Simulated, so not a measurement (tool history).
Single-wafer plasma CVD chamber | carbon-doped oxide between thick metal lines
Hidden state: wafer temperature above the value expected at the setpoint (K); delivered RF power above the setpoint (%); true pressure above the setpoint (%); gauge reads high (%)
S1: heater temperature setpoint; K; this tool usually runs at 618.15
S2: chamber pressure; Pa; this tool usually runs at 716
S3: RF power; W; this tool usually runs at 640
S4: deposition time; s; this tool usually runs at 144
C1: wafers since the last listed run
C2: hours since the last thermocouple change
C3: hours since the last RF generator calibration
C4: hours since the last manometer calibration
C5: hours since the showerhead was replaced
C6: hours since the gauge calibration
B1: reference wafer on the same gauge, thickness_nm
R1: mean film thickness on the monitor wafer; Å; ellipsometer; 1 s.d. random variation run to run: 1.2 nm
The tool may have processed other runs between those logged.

run,day,S1,S2,S3,S4,C1,C2,C3,C4,C5,C6,B1,R1
1,0.000,618.15,716,640,144,0,1297.2,2100.1,1825.6,5088.5,134.9,927.705,8077.28
2,0.275,618.15,716,640,144,55,1303.8,2106.7,1832.2,5095.1,141.5,927.713,8078.68
3,1.004,618.15,716,640,144,146,1321.3,2124.2,1849.7,5112.6,159.0,927.755,8071.81
4,2.129,618.15,716,640,144,225,1348.3,2151.2,1876.7,5139.6,186.0,927.633,8074.80
# day 2.825: thermocouple changed; heater temperature recalibrated
# day 2.825: gauge calibrated
# day 2.962: capacitance manometer re-zeroed and calibrated
5,2.983,618.15,716,640,144,76,3.8,2171.7,0.5,5160.1,3.8,923.080,8050.25
6,3.392,618.15,777,730,144,81,13.6,2181.5,10.3,5169.9,13.6,923.528,8624.53
7,4.038,618.15,777,730,144,129,29.1,2197.0,25.8,5185.4,29.1,924.590,8605.24
8,4.562,613.15,716,595,144,105,41.7,2209.6,38.4,5198.0,41.7,924.962,7931.93
9,4.946,618.15,716,640,144,76,50.9,2218.8,47.6,5207.2,50.9,926.026,8061.26
10,5.388,612.15,611,700,167,88,61.5,2229.4,58.2,5217.8,61.5,926.329,9607.38
# day 5.925: RF generator calibrated
# day 6.162: showerhead replaced
11,6.183,618.15,716,580,144,45,80.6,6.2,77.3,0.5,80.6,926.949,7758.48
12,6.321,618.15,716,640,144,27,83.9,9.5,80.6,3.8,83.9,926.860,8067.62
13,7.717,618.15,716,640,144,279,117.4,43.0,114.1,37.3,117.4,927.598,8084.69

Run 14 comes next. What will it give?
14,8.025,618.15,716,640,128,61,124.8,50.4,121.5,44.7,124.8,?,?

{"run 14": {"B1": 927.749, "R1": 7206.95}}
With the hidden condition absent and the run-to-run variation left alone, this run would have shown R1 7161.72 Å.
